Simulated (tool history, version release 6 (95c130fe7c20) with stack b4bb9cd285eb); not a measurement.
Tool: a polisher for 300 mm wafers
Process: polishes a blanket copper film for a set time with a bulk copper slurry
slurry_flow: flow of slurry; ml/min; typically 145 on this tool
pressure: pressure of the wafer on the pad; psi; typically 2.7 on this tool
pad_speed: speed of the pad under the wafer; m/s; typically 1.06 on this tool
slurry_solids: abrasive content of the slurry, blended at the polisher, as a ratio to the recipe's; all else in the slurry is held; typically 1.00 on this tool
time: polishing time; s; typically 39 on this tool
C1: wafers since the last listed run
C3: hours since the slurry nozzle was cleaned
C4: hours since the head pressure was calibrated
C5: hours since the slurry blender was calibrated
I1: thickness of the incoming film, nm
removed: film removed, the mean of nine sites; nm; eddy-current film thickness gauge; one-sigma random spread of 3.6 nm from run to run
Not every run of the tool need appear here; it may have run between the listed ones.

Run 1, day 0.000: usual settings but time 30 s; C1 0; wafers polished on this pad 4596; C3 363.8; C4 317.8; C5 192.2; I1 4563.3. Result: removed 237.4 nm.
Run 2, day 1.862: usual settings but time 30 s; C1 638; wafers polished on this pad 5235; C3 408.5; C4 362.5; C5 236.9; I1 4573.3. Result: removed 231.7 nm.
At day 3.696: worn pad replaced by a new one.
Run 3, day 5.283: usual settings but time 30 s; C1 1116; wafers polished on this pad 544; C3 490.6; C4 444.6; C5 319.0; I1 4539.4. Result: removed 224.6 nm.
Run 4, day 7.200: usual settings; C1 657; wafers polished on this pad 1202; C3 536.6; C4 490.6; C5 365.0; I1 4522.7. Result: removed 296.1 nm.
Run 5, day 9.092: usual settings; C1 648; wafers polished on this pad 1851; C3 582.0; C4 536.0; C5 410.4; I1 4568.8. Result: removed 295.4 nm.
At day 10.883: slurry blender recalibrated.
Run 6, day 11.042: usual settings; C1 640; wafers polished on this pad 2491; C3 628.8; C4 582.8; C5 3.8; I1 4529.5. Result: removed 289.9 nm.
Run 7, day 13.421: usual settings; C1 816; wafers polished on this pad 3307; C3 685.9; C4 639.9; C5 60.9; I1 4549.9. Result: removed 286.1 nm.
At day 16.288: head pressure recalibrated.
Run 8, day 17.704: usual settings; C1 1440; wafers polished on this pad 4747; C3 788.7; C4 34.0; C5 163.7; I1 4501.4. Result: removed 288.4 nm.
At day 18.117: slurry nozzle cleaned.
At day 18.375: worn pad replaced by a new one.
Run 9, day 21.892: usual settings; C1 1364; wafers polished on this pad 1206; C3 90.6; C4 134.5; C5 264.2; I1 4537.4. Result: removed 314.0 nm.
Run 10, day 25.112: usual settings; C1 1104; wafers polished on this pad 2311; C3 167.9; C4 211.8; C5 341.5; I1 4531.9. Result: removed 313.7 nm.
At day 26.683: slurry blender recalibrated.
Run 11, day 27.658: usual settings; C1 844; wafers polished on this pad 3156; C3 229.0; C4 272.9; C5 23.4; I1 4609.1. Result: removed 307.6 nm.
Run 12, day 31.362: usual settings; C1 1270; wafers polished on this pad 4426; C3 317.9; C4 361.8; C5 112.3; I1 4524.7. Result: removed 306.6 nm.
At day 33.171: worn pad replaced by a new one.
Run 13, day 33.829: usual settings but pressure 3.2 psi, pad_speed 0.80 m/s, slurry_solids 1.25; C1 788; wafers polished on this pad 226; C3 377.1; C4 421.0; C5 171.5; I1 4560.9. Result: removed 281.3 nm.
Run 14, day 38.092: usual settings but pad_speed 0.94 m/s; C1 1461; wafers polished on this pad 1688; C3 479.4; C4 523.3; C5 273.8; I1 4545.0. Result: removed 269.9 nm.
At day 42.704: slurry blender recalibrated.
At day 45.346: slurry nozzle cleaned.
At day 48.117: worn pad replaced by a new one.
Run 15, day 49.608: usual settings but pad_speed 0.86 m/s; C1 3850; wafers polished on this pad 511; C3 102.3; C4 799.7; C5 165.7; I1 4646.9. Result: removed 256.5 nm.
At day 50.579: head pressure recalibrated.
Run 16, day 53.775: usual settings but pressure 2.2 psi; C1 1400; wafers polished on this pad 1912; C3 202.3; C4 76.7; C5 265.7; I1 4618.2. Result: removed 253.2 nm.
At day 59.833: slurry blender recalibrated.
At day 65.629: worn pad replaced by a new one.
Run 17, day 66.650: usual settings but pad_speed 0.82 m/s, slurry_solids 0.80; C1 4330; wafers polished on this pad 349; C3 511.3; C4 385.7; C5 163.6; I1 4608.0. Result: removed 222.3 nm.
Run 18, day 70.329: usual settings; C1 1261; wafers polished on this pad 1611; C3 599.6; C4 474.0; C5 251.9; I1 4554.5. Result: removed 295.7 nm.
Run 19, day 74.154: usual settings but pressure 2.3 psi, pad_speed 1.32 m/s, slurry_solids 1.25, time 45 s; C1 1311; wafers polished on this pad 2923; C3 691.4; C4 565.8; C5 343.7; I1 4547.5. Result: removed 363.4 nm.
At day 75.471: slurry nozzle cleaned.
Run 20, day 76.371: usual settings but pressure 1.8 psi, pad_speed 0.78 m/s, slurry_solids 0.70, time 35 s; C1 746; wafers polished on this pad 3669; C3 21.6; C4 619.0; C5 396.9; I1 4551.9. Result: removed 134.1 nm.
At day 77.538: head pressure recalibrated.
Run 21, day 78.017: usual settings; C1 535; wafers polished on this pad 4205; C3 61.1; C4 11.5; C5 436.4; I1 4641.5. Result: removed 311.7 nm.
At day 78.638: slurry blender recalibrated.
Run 22, day 80.988: usual settings but pressure 3.1 psi, pad_speed 1.38 m/s, slurry_solids 0.70; C1 990; wafers polished on this pad 5195; C3 132.4; C4 82.8; C5 56.4; I1 4504.7. Result: removed 439.3 nm.
Run 23, day 82.850: usual settings but slurry_flow 160 ml/min, pressure 2.0 psi, pad_speed 0.80 m/s, time 43 s; C1 638; wafers polished on this pad 5834; C3 177.1; C4 127.5; C5 101.1; I1 4606.3. Result: removed 198.2 nm.

How would selected steps in removed from run to run divide? Give the signed amount a tool lacking its hidden state would still show from settings, what came in and random variation, and the signed amount left for the hidden state, including any gauge scatter that is not in both of the compared results.
Unlogged tool condition in this case: removal rate lost through wear of the pad, %; slurry flow missing at the pad, %; deviation of the head's pressure from its setpoint, %; abrasive missing from the slurry, %.
Run 8 -> 9: slurry nozzle cleaned, worn pad replaced by a new one. removed +25.6 nm: hidden state +27.0, all else -1.4.
Run 19 -> 20: pressure 2.3 -> 1.8, pad_speed 1.32 -> 0.78, slurry_solids 1.25 -> 0.70, time 45 -> 35, slurry nozzle cleaned. removed -229.3 nm: hidden state +31.7, all else -261.0.
Run 22 -> 23: slurry_flow 145 -> 160, pressure 3.1 -> 2.0, pad_speed 1.38 -> 0.80, slurry_solids 0.70 -> 1.00, time 39 -> 43. removed -241.1 nm: hidden state +2.3, all else -243.4.
